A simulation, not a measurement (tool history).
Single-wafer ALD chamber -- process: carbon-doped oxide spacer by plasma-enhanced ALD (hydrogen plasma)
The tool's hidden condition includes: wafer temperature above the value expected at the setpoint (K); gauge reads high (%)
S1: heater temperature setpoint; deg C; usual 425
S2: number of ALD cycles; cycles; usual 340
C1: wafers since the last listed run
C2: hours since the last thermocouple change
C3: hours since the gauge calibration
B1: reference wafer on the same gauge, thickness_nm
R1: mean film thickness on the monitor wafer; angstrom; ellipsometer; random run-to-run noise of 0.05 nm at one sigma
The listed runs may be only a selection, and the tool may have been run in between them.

| run | day | S1 | S2 | C1 | C2 | C3 | B1 | R1 |
|---|---|---|---|---|---|---|---|---|
| 1 | 0 | 425 | 340 | 0 | 1845.1 | 1531 | 13.898 | 136.33 |
| 2 | 4.267 | 436 | 340 | 79 | 1947.5 | 1633.4 | 13.91 | 131.2 |
| 3 | 6.308 | 436 | 340 | 38 | 1996.5 | 1682.4 | 13.892 | 131.59 |
| 4 | 8.667 | 436 | 340 | 44 | 2053.1 | 1739 | 13.898 | 131.95 |
| 5 | 11.821 | 425 | 313 | 59 | 2128.8 | 1814.7 | 13.893 | 126.09 |
| 6 | 14.6 | 425 | 313 | 51 | 2195.5 | 1881.4 | 13.913 | 125.56 |
| 7 | 18.3 | 425 | 391 | 69 | 2284.3 | 1970.2 | 13.912 | 156.98 |
| 8 | 22.688 | 425 | 391 | 82 | 2389.6 | 2075.5 | 13.889 | 157.2 |
| 9 | 26.442 | 425 | 391 | 70 | 2479.7 | 2165.6 | 13.883 | 158.39 |
| 10 | 28.729 | 425 | 340 | 42 | 2534.6 | 2220.5 | 13.902 | 137.46 |
| 11 | 30.754 | 425 | 340 | 37 | 2583.2 | 2269.1 | 13.892 | 136.57 |
| 12 | 33.792 | 425 | 340 | 56 | 2656.1 | 2342 | 13.902 | 136.56 |
|  | 37.262 | thermocouple changed; heater temperature recalibrated |
| 13 | 37.979 | 425 | 340 | 72 | 17.2 | 2442.5 | 13.901 | 138.76 |
| 14 | 42.229 | 425 | 340 | 79 | 119.2 | 2544.5 | 13.906 | 138.84 |
| 15 | 45.192 | 425 | 340 | 55 | 190.3 | 2615.6 | 13.892 | 139.6 |
| 16 | 48.088 | 429 | 340 | 54 | 259.8 | 2685.1 | 13.909 | 137.06 |
| 17 | 51.242 | 429 | 340 | 59 | 335.5 | 2760.8 | 13.876 | 137.24 |
|  | 52.375 | thermocouple changed; heater temperature recalibrated, repeated, since the last time left the tool worse |
| 18 | 53.379 | 435 | 277 | 33 | 24.1 | 2812.1 | 13.917 | 106.92 |
|  | 55.283 | gauge calibrated |
| 19 | 57.083 | 414 | 290 | 69 | 113 | 43.2 | 13.896 | 118.76 |
| 20 | 61.029 | 425 | 340 | 73 | 207.7 | 137.9 | 13.892 | 135.76 |
| 21 | 63.475 | 413 | 311 | 45 | 266.4 | 196.6 | 13.904 | 127.97 |
| 22 | 67.267 | 432 | 396 | 70 | 357.4 | 287.6 | 13.884 | 154.95 |
| 23 | 69.654 | 425 | 407 | 44 | 414.7 | 344.9 | 13.888 | 162.19 |
| 24 | 72.312 | 425 | 303 | 49 | 478.5 | 408.7 | 13.899 | 121.38 |
| 25 | 74.679 | 420 | 282 | 44 | 535.3 | 465.5 | 13.902 | 114.6 |
| 26 | 78.717 | 439 | 340 | 75 | 632.2 | 562.4 | 13.91 | 128.85 |
| 27 | 81.004 | 431 | 301 | 42 | 687.1 | 617.3 | 13.892 | 117.61 |
| 28 | 82.817 | 425 | 340 | 33 | 730.6 | 660.8 | 13.903 | 135.57 |
| 29 | 86.196 | 425 | 340 | 63 | 811.7 | 741.9 | 13.89 | 136.02 |
| 30 | 88.567 | 430 | 311 | 44 | 868.6 | 798.8 | 13.89 | 122.1 |
| 31 | 90.429 | 420 | 362 | 34 | 913.3 | 843.5 | 13.904 | 146.45 |
| 32 | 93.496 | 414 | 370 | 57 | 986.9 | 917.1 | 13.915 | 151.6 |

Expected results for the next run?
| 33 | 96.012 | 410 | 360 | 47 | 1047.3 | 977.5 | ? | ? |

For run 33 the tool returned B1 13.913, R1 149.62 angstrom.
Were there no unlogged condition in the tool, this run, its random variation unchanged, would have produced R1 149.34 angstrom.
